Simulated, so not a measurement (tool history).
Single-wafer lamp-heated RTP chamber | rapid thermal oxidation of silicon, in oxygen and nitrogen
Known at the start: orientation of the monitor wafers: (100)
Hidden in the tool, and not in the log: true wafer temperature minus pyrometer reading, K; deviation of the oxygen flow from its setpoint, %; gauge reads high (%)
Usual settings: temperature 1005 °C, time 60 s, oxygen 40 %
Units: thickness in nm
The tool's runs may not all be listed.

| run | hour | temperature | time | oxygen | wafers since the last listed run | wafers since the last pyrometer calibration | hours since the oxygen flow controller was replaced | hours since the gauge calibration | read-back reference wafer on the same gauge, thickness | thickness |
|---|---|---|---|---|---|---|---|---|---|---|
| 1 | 0.0 | 1005 | 80 | 40 | 0 | 2809 | 3459.5 | 641.2 | 4.350 | 4.906 |
| 2 | 59.4 | 1005 | 80 | 40 | 294 | 3104 | 3518.9 | 700.6 | 4.352 | 4.902 |
| 3 | 126.0 | 1005 | 80 | 40 | 330 | 3434 | 3585.5 | 767.2 | 4.350 | 4.913 |
| 4 | 164.7 | 1005 | 60 | 40 | 191 | 3626 | 3624.2 | 805.9 | 4.351 | 4.358 |
| 5 | 221.7 | 1005 | 60 | 40 | 282 | 3908 | 3681.2 | 862.9 | 4.350 | 4.346 |
| 6 | 248.5 | 1005 | 60 | 40 | 132 | 4041 | 3708.0 | 889.7 | 4.350 | 4.349 |
| 7 | 293.4 | 1005 | 60 | 40 | 222 | 4263 | 3752.9 | 934.6 | 4.350 | 4.359 |
| 8 | 335.9 | 1005 | 60 | 40 | 210 | 4474 | 3795.4 | 977.1 | 4.350 | 4.353 |
|  | 395.9 | pyrometer window cleaned and pyrometer calibrated |
| 9 | 401.2 | 1005 | 60 | 40 | 283 | 26 | 3860.7 | 1042.4 | 4.351 | 4.271 |
| 10 | 429.4 | 1005 | 60 | 40 | 139 | 166 | 3888.9 | 1070.6 | 4.349 | 4.278 |
| 11 | 471.4 | 1005 | 60 | 40 | 208 | 374 | 3930.9 | 1112.6 | 4.350 | 4.293 |
|  | 537.3 | oxygen flow controller replaced |
| 12 | 539.8 | 1005 | 60 | 49 | 299 | 673 | 2.5 | 1181.0 | 4.351 | 4.679 |
| 13 | 592.5 | 1005 | 60 | 49 | 261 | 934 | 55.2 | 1233.7 | 4.350 | 4.665 |
| 14 | 637.3 | 1005 | 60 | 49 | 222 | 1156 | 100.0 | 1278.5 | 4.350 | 4.681 |
| 15 | 701.2 | 1028 | 73 | 40 | 316 | 1473 | 163.9 | 1342.4 | 4.348 | 5.611 |
| 16 | 746.3 | 1022 | 60 | 40 | 223 | 1697 | 209.0 | 1387.5 | 4.348 | 4.941 |
| 17 | 775.3 | 1005 | 60 | 40 | 143 | 1840 | 238.0 | 1416.5 | 4.349 | 4.398 |
| 18 | 846.9 | 1005 | 60 | 40 | 354 | 2195 | 309.6 | 1488.1 | 4.350 | 4.391 |
| 19 | 884.7 | 1031 | 31 | 40 | 187 | 2383 | 347.4 | 1525.9 | 4.348 | 3.990 |
| 20 | 927.3 | 996 | 60 | 40 | 211 | 2594 | 390.0 | 1568.5 | 4.352 | 4.142 |
|  | 933.8 | gauge calibrated |
| 21 | 971.0 | 997 | 60 | 63 | 216 | 2810 | 433.7 | 37.2 | 4.350 | 4.857 |
| 22 | 1017.8 | 993 | 40 | 69 | 231 | 3042 | 480.5 | 84.0 | 4.350 | 4.103 |
| 23 | 1060.3 | 1032 | 80 | 17 | 210 | 3253 | 523.0 | 126.5 | 4.350 | 4.508 |
| 24 | 1096.5 | 1005 | 60 | 67 | 179 | 3432 | 559.2 | 162.7 | 4.351 | 5.259 |
| 25 | 1161.3 | 1024 | 48 | 24 | 321 | 3754 | 624.0 | 227.5 | 4.350 | 3.891 |
| 26 | 1203.3 | 1005 | 60 | 40 | 208 | 3962 | 666.0 | 269.5 | 4.349 | 4.413 |
| 27 | 1255.1 | 1021 | 83 | 40 | 256 | 4218 | 717.8 | 321.3 | 4.350 | 5.661 |
| 28 | 1281.0 | 1005 | 60 | 40 | 128 | 4347 | 743.7 | 347.2 | 4.350 | 4.419 |

Forecast each of these 5 alternatives for the next run:
| A | 1281.5 | 1005 | 60 | 40 | 2 | 4349 | 744.2 | 347.7 | ? | ? |
| B | 1281.5 | 985 | 60 | 40 | 2 | 4349 | 744.2 | 347.7 | ? | ? |
| C | 1281.5 | 982 | 69 | 32 | 2 | 4349 | 744.2 | 347.7 | ? | ? |
| D | 1281.5 | 1005 | 60 | 66 | 2 | 4349 | 744.2 | 347.7 | ? | ? |
| E | 1281.5 | 1005 | 86 | 40 | 2 | 4349 | 744.2 | 347.7 | ? | ? |

| run | read-back reference wafer on the same gauge, thickness | thickness |
|---|---|---|
| A | 4.349 | 4.413 |
| B | 4.349 | 3.863 |
| C | 4.349 | 3.744 |
| D | 4.349 | 5.223 |
| E | 4.349 | 5.143 |
Without the tool's hidden state the same runs would have given:
| run | thickness |
|---|---|
| A | 4.314 |
| B | 3.780 |
| C | 3.666 |
| D | 5.096 |
| E | 5.023 |
